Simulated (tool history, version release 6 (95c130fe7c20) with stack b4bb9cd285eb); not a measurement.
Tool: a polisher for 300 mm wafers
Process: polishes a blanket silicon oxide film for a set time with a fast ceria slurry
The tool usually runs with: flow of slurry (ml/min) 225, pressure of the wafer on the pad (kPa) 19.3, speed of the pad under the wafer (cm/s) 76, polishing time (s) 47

run     day  flow of slurry (ml/min)  pressure of the wafer on the pad (kPa)  speed of the pad under the wafer (cm/s)  polishing time (s)  incoming thickness of the incoming film, nm  film removed (Å)
  1   0.000                      285                                    19.3                                       76                  47                                       1553.6              6237
      0.533  -- worn pad replaced by a new one
  2   1.442                      285                                    19.3                                       76                  47                                       1569.6              6189
  3   2.425                      225                                    19.3                                       76                  44                                       1584.9              5621
  4   3.312                      225                                    19.3                                       76                  44                                       1539.1              5677
      3.996  -- worn pad replaced by a new one
  5   4.017                      225                                    19.3                                       76                  44                                       1589.0              5675
  6   4.571                      225                                    17.9                                       76                  47                                       1589.2              5565
  7   5.962                      200                                    19.3                                       76                  47                                       1570.5              5772
      7.383  -- worn pad replaced by a new one
  8   7.408                      200                                    19.3                                       76                  47                                       1574.4              5720
      7.988  -- slurry nozzle cleaned
  9   8.892                      225                                    16.5                                       76                  43                                       1600.1              4812
 10   9.458                      285                                    19.3                                       76                  47                                       1578.4              6244
 11  10.583                      180                                    19.3                                       64                  53                                       1567.7              5732
     11.417  -- worn pad replaced by a new one
 12  11.675                      225                                    19.3                                       88                  47                                       1577.2              6865
     13.171  -- head pressure recalibrated
 13  13.192                      225                                    19.3                                       64                  41                                       1589.3              4458
 14  14.162                      225                                    15.9                                       52                  47                                       1549.2              3383
     14.904  -- worn pad replaced by a new one
 15  15.033                      225                                    19.3                                       76                  44                                       1560.6              5528
 16  15.596                      260                                    19.3                                       70                  51                                       1565.7              5932

Run 17 has not been measured yet. What should we expect?
 17  16.933                      225                                    19.3                                       76                  47                                       1574.6                 ?

Run 17 gave film removed (Å) 5786.
Were there no unlogged condition in the tool, this run, its random variation unchanged, would have produced film removed (Å) 6141.
